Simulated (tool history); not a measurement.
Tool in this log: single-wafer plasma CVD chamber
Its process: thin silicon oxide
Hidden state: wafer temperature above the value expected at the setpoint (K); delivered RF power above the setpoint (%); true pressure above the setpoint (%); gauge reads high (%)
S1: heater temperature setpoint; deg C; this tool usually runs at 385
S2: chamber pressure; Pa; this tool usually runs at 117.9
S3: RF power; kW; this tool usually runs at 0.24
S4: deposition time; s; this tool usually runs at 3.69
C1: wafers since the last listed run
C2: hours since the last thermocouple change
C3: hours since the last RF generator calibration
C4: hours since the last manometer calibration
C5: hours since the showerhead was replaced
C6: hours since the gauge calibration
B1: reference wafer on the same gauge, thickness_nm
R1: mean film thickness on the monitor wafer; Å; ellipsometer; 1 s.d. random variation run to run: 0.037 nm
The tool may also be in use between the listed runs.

run 1 hour=0 | S1=385 S2=117.9 S3=0.24 S4=3.69 | C1=0 C2=772.9 C3=1149.3 C4=3131.8 C5=3083.5 C6=596.2 | B1=7.555 | R1=64.9
run 2 hour=34.5 | S1=385 S2=117.9 S3=0.24 S4=3.69 | C1=1062 C2=807.4 C3=1183.8 C4=3166.3 C5=3118 C6=630.7 | B1=7.563 | R1=65.08
run 3 hour=53.2 | S1=385 S2=117.9 S3=0.24 S4=4.1 | C1=576 C2=826.1 C3=1202.5 C4=3185 C5=3136.7 C6=649.4 | B1=7.572 | R1=71.78
run 4 hour=71.9 | S1=385 S2=117.9 S3=0.24 S4=4.1 | C1=576 C2=844.8 C3=1221.2 C4=3203.7 C5=3155.4 C6=668.1 | B1=7.559 | R1=72.28
run 5 hour=103.7 | S1=385 S2=117.9 S3=0.24 S4=4.1 | C1=979 C2=876.6 C3=1253 C4=3235.5 C5=3187.2 C6=699.9 | B1=7.561 | R1=72.21
run 6 hour=123.9 | S1=385 S2=117.9 S3=0.24 S4=3.69 | C1=622 C2=896.8 C3=1273.2 C4=3255.7 C5=3207.4 C6=720.1 | B1=7.552 | R1=65.52
run 7 hour=139 | S1=385 S2=117.9 S3=0.24 S4=3.69 | C1=465 C2=911.9 C3=1288.3 C4=3270.8 C5=3222.5 C6=735.2 | B1=7.564 | R1=64.46
-- hour=170.2 showerhead replaced
run 8 hour=170.7 | S1=385 S2=117.9 S3=0.24 S4=3.69 | C1=730 C2=943.6 C3=1320 C4=3302.5 C5=0.5 C6=766.9 | B1=7.555 | R1=64.31
-- hour=196.2 capacitance manometer re-zeroed and calibrated
run 9 hour=196.7 | S1=385 S2=117.9 S3=0.24 S4=3.69 | C1=554 C2=969.6 C3=1346 C4=0.5 C5=26.5 C6=792.9 | B1=7.562 | R1=71.49
run 10 hour=214.3 | S1=385 S2=117.9 S3=0.24 S4=3.69 | C1=542 C2=987.2 C3=1363.6 C4=18.1 C5=44.1 C6=810.5 | B1=7.557 | R1=71.09
run 11 hour=243.6 | S1=385 S2=90.9 S3=0.26 S4=3.69 | C1=902 C2=1016.5 C3=1392.9 C4=47.4 C5=73.4 C6=839.8 | B1=7.555 | R1=55.17
-- hour=254 thermocouple changed; heater temperature recalibrated
run 12 hour=264.3 | S1=385 S2=117.9 S3=0.24 S4=3.69 | C1=391 C2=10.3 C3=1413.6 C4=68.1 C5=94.1 C6=860.5 | B1=7.559 | R1=69.81
run 13 hour=297.5 | S1=371 S2=117.9 S3=0.27 S4=3.69 | C1=1022 C2=43.5 C3=1446.8 C4=101.3 C5=127.3 C6=893.7 | B1=7.557 | R1=75.38
run 14 hour=317.2 | S1=399 S2=89.6 S3=0.24 S4=3.69 | C1=606 C2=63.2 C3=1466.5 C4=121 C5=147 C6=913.4 | B1=7.562 | R1=50.41
run 15 hour=346 | S1=385 S2=110.3 S3=0.285 S4=3.69 | C1=887 C2=92 C3=1495.3 C4=149.8 C5=175.8 C6=942.2 | B1=7.554 | R1=71.7
run 16 hour=363.4 | S1=385 S2=117.9 S3=0.24 S4=2.99 | C1=535 C2=109.4 C3=1512.7 C4=167.2 C5=193.2 C6=959.6 | B1=7.555 | R1=56.16
-- hour=377.6 gauge calibrated
run 17 hour=395.1 | S1=385 S2=117.9 S3=0.195 S4=3.69 | C1=976 C2=141.1 C3=1544.4 C4=198.9 C5=224.9 C6=17.5 | B1=7.555 | R1=62.6
run 18 hour=422.5 | S1=385 S2=117.9 S3=0.24 S4=3.69 | C1=843 C2=168.5 C3=1571.8 C4=226.3 C5=252.3 C6=44.9 | B1=7.563 | R1=70.31
run 19 hour=435.5 | S1=372 S2=98.9 S3=0.195 S4=4.29 | C1=400 C2=181.5 C3=1584.8 C4=239.3 C5=265.3 C6=57.9 | B1=7.548 | R1=61.16
run 20 hour=449.8 | S1=398 S2=145.9 S3=0.27 S4=4.24 | C1=440 C2=195.8 C3=1599.1 C4=253.6 C5=279.6 C6=72.2 | B1=7.566 | R1=100.88
-- hour=471.6 RF generator calibrated
run 21 hour=472.1 | S1=385 S2=109.6 S3=0.24 S4=4.3 | C1=440 C2=218.1 C3=0.5 C4=275.9 C5=301.9 C6=94.5 | B1=7.564 | R1=75.18
run 22 hour=555 | S1=391 S2=90 S3=0.24 S4=3.69 | C1=2553 C2=301 C3=83.4 C4=358.8 C5=384.8 C6=177.4 | B1=7.558 | R1=50.33
run 23 hour=580.1 | S1=385 S2=117.9 S3=0.24 S4=3.69 | C1=773 C2=326.1 C3=108.5 C4=383.9 C5=409.9 C6=202.5 | B1=7.56 | R1=69.71
run 24 hour=596.3 | S1=385 S2=117.9 S3=0.28 S4=3.69 | C1=499 C2=342.3 C3=124.7 C4=400.1 C5=426.1 C6=218.7 | B1=7.552 | R1=74.12
run 25 hour=622.5 | S1=391 S2=117.9 S3=0.24 S4=3.69 | C1=807 C2=368.5 C3=150.9 C4=426.3 C5=452.3 C6=244.9 | B1=7.562 | R1=68.97
run 26 hour=638.5 | S1=385 S2=90.4 S3=0.215 S4=4.14 | C1=492 C2=384.5 C3=166.9 C4=442.3 C5=468.3 C6=260.9 | B1=7.557 | R1=53.87
run 27 hour=659.7 | S1=385 S2=117.9 S3=0.24 S4=3.69 | C1=653 C2=405.7 C3=188.1 C4=463.5 C5=489.5 C6=282.1 | B1=7.563 | R1=68.32

Predict the results of run 28:
run 28 hour=687.8 | S1=385 S2=135.2 S3=0.24 S4=3.69 | C1=865 C2=433.8 C3=216.2 C4=491.6 C5=517.6 C6=310.2 | B1=? | R1=?

Run 28 produced B1 7.554, R1 78.01 Å.
Without the tool's hidden state the same run would have given R1 80.09 Å.
